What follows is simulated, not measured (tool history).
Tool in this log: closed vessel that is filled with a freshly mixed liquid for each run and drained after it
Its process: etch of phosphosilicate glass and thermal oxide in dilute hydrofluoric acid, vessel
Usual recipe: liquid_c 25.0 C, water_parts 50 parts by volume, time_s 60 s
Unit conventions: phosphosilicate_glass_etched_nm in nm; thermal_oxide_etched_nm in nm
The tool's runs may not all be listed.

run    hour  liquid_c  water_parts  time_s  wafers since the last listed run  hours since the thermometer was replaced  hours since the hydrofluoric acid flow meter was replaced  hours since the gauge calibration  read-back film thickness of the phosphosilicate glass reference wafer, read on the same gauge (nm)  read-back film thickness of the thermal oxide reference wafer, read on the same gauge (nm)  phosphosilicate_glass_etched_nm  thermal_oxide_etched_nm
  1     0.0      25.0           50      60                                 0                                     393.5                                                     1102.8                              672.9                                                                                              110.02                                                                                      109.99                            92.45                     6.54
       23.2  -- gauge calibrated
  2    78.0      28.5           50      60                              7549                                     471.5                                                     1180.8                               54.8                                                                                              109.98                                                                                      110.00                           105.90                     7.50
  3   160.3      28.5           50      60                              7966                                     553.8                                                     1263.1                              137.1                                                                                              110.03                                                                                      109.99                           105.02                     7.45
  4   265.7      28.5           50      60                             10202                                     659.2                                                     1368.5                              242.5                                                                                              110.00                                                                                      109.97                           103.85                     7.38
  5   306.4      25.0           50      50                              3939                                     699.9                                                     1409.2                              283.2                                                                                              109.98                                                                                      110.00                            74.92                     5.34
  6   385.9      25.0           50      50                              7695                                     779.4                                                     1488.7                              362.7                                                                                              110.00                                                                                      110.00                            74.50                     5.26
  7   461.3      25.0           50      50                              7298                                     854.8                                                     1564.1                              438.1                                                                                              109.99                                                                                      109.99                            73.54                     5.26
  8   504.7      25.0           50      70                              4200                                     898.2                                                     1607.5                              481.5                                                                                              110.03                                                                                      110.02                           103.55                     7.38
      540.4  -- hydrofluoric acid flow meter replaced
  9   587.6      25.0           50      60                              7927                                     981.1                                                       47.2                              564.4                                                                                              110.02                                                                                      110.00                            88.47                     6.22
 10   661.2      28.0           50      90                              7123                                    1054.7                                                      120.8                              638.0                                                                                              110.00                                                                                      110.02                           147.55                    10.55
      706.8  -- gauge calibrated
      735.6  -- thermometer replaced
 11   737.5      22.5           25      85                              7288                                       1.9                                                      197.1                               30.7                                                                                              110.05                                                                                      109.98                           249.13                    17.76
 12   791.3      25.0           50      60                              5207                                      55.7                                                      250.9                               84.5                                                                                              110.01                                                                                      110.02                            93.13                     6.71
 13   879.1      30.0           30      30                              8498                                     143.5                                                      338.7                              172.3                                                                                              109.99                                                                                      109.99                            98.90                     7.02
 14   942.2      28.5           65      75                              6107                                     206.6                                                      401.8                              235.4                                                                                              110.03                                                                                      110.01                           100.59                     7.20
 15  1016.8      27.5           40      30                              7220                                     281.2                                                      476.4                              310.0                                                                                              110.02                                                                                      110.00                            65.60                     4.63
 16  1054.8      23.5           50      90                              3678                                     319.2                                                      514.4                              348.0                                                                                              109.96                                                                                      109.99                           131.15                     9.28
 17  1112.0      25.0           50      60                              5536                                     376.4                                                      571.6                              405.2                                                                                              110.03                                                                                      109.97                            92.84                     6.54

Consider 4 possible next runs. They are alternatives, not a sequence: every one starts from the tool as it was left by run 17. What does each give?
  A  1112.7      25.0           50      60                                67                                     377.1                                                      572.3                              405.9                                                                                                   ?                                                                                           ?                                ?                        ?
  B  1112.7      22.0           40      60                                67                                     377.1                                                      572.3                              405.9                                                                                                   ?                                                                                           ?                                ?                        ?
  C  1112.7      22.5           35      35                                67                                     377.1                                                      572.3                              405.9                                                                                                   ?                                                                                           ?                                ?                        ?
  D  1112.7      25.0           35      35                                67                                     377.1                                                      572.3                              405.9                                                                                                   ?                                                                                           ?                                ?                        ?

run  read-back film thickness of the phosphosilicate glass reference wafer, read on the same gauge (nm)  read-back film thickness of the thermal oxide reference wafer, read on the same gauge (nm)  phosphosilicate_glass_etched_nm  thermal_oxide_etched_nm
  A                                                                                              110.06                                                                                      109.97                            92.00                     6.56
  B                                                                                              110.06                                                                                      109.97                           102.79                     7.33
  C                                                                                              110.06                                                                                      109.97                            70.44                     5.02
  D                                                                                              110.06                                                                                      109.97                            78.23                     5.58
Stripped of hidden state, with their random variation kept, the same runs would have yielded:
run  phosphosilicate_glass_etched_nm  thermal_oxide_etched_nm
  A                            94.71                     6.75
  B                           105.92                     7.55
  C                            72.58                     5.17
  D                            80.56                     5.74
